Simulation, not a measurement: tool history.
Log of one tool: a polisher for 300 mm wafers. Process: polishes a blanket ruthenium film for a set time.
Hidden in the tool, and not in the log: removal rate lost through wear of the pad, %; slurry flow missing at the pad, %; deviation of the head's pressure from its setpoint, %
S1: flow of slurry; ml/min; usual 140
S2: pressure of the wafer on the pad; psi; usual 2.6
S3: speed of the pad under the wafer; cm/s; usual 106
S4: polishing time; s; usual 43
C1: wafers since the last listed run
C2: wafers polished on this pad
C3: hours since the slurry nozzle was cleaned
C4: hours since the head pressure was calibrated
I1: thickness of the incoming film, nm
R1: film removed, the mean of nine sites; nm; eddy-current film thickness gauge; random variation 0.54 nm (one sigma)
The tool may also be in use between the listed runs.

run	hour	S1	S2	S3	S4	C1	C2	C3	C4	I1	R1
1	0.0	140	2.6	126	53	0	37	389.6	872.3	622.9	80.6
2	10.9	160	2.6	106	43	112	149	400.5	883.2	620.0	56.3
3	23.8	160	2.6	106	43	132	282	413.4	896.1	630.7	55.6
4	40.7	160	2.6	106	43	173	456	430.3	913.0	616.8	55.2
# hour 74.4: worn pad replaced by a new one
5	74.9	140	2.6	106	43	310	5	464.5	947.2	607.5	55.2
6	87.7	125	2.6	106	43	131	136	477.3	960.0	614.3	54.2
7	95.2	125	2.6	106	43	77	214	484.8	967.5	618.8	54.9
8	106.6	140	2.6	106	43	117	331	496.2	978.9	620.5	54.6
9	113.0	140	2.6	106	43	65	397	502.6	985.3	622.7	54.3
10	123.6	165	2.6	106	38	109	506	513.2	995.9	614.4	48.6
# hour 133.6: head pressure recalibrated
11	141.0	165	2.6	106	38	158	665	530.6	7.4	617.8	48.7
# hour 153.3: worn pad replaced by a new one
12	158.8	140	2.3	106	43	142	56	548.4	25.2	631.0	49.8
13	171.1	140	1.8	136	53	126	183	560.7	37.5	624.3	61.8
14	187.9	170	2.9	106	43	172	356	577.5	54.3	626.3	64.5
15	201.2	140	3.0	106	43	136	493	590.8	67.6	626.9	63.3
# hour 205.3: slurry nozzle cleaned
16	210.1	140	2.6	106	43	81	574	4.8	76.5	617.9	54.0
17	226.3	110	2.6	90	32	166	741	21.0	92.7	619.2	31.8
18	234.0	140	2.6	106	43	79	820	28.7	100.4	627.6	53.1
# hour 242.3: worn pad replaced by a new one
19	246.1	95	1.7	92	58	83	38	40.8	112.5	616.0	39.9
20	255.8	140	2.6	106	43	99	138	50.5	122.2	625.5	55.5
21	262.6	120	2.6	106	54	69	208	57.3	129.0	607.7	68.1
22	271.7	140	2.6	106	43	93	302	66.4	138.1	625.7	55.9
23	286.4	140	2.6	76	43	151	453	81.1	152.8	620.5	39.1
24	295.0	155	2.6	70	43	88	542	89.7	161.4	608.8	36.4
25	304.5	140	2.6	106	43	97	640	99.2	170.9	619.3	55.1

Forecast each of these 4 alternatives for the next run:
A	304.9	140	2.6	106	43	4	644	99.6	171.3	618.1	?
B	304.9	140	1.9	106	55	4	644	99.6	171.3	618.1	?
C	304.9	105	3.2	106	33	4	644	99.6	171.3	618.1	?
D	304.9	180	2.6	106	43	4	644	99.6	171.3	618.1	?

run	R1
A	54.5
B	50.9
C	49.0
D	56.5
Without the tool's hidden state the same runs would have given:
run	R1
A	56.7
B	53.0
C	51.0
D	58.8
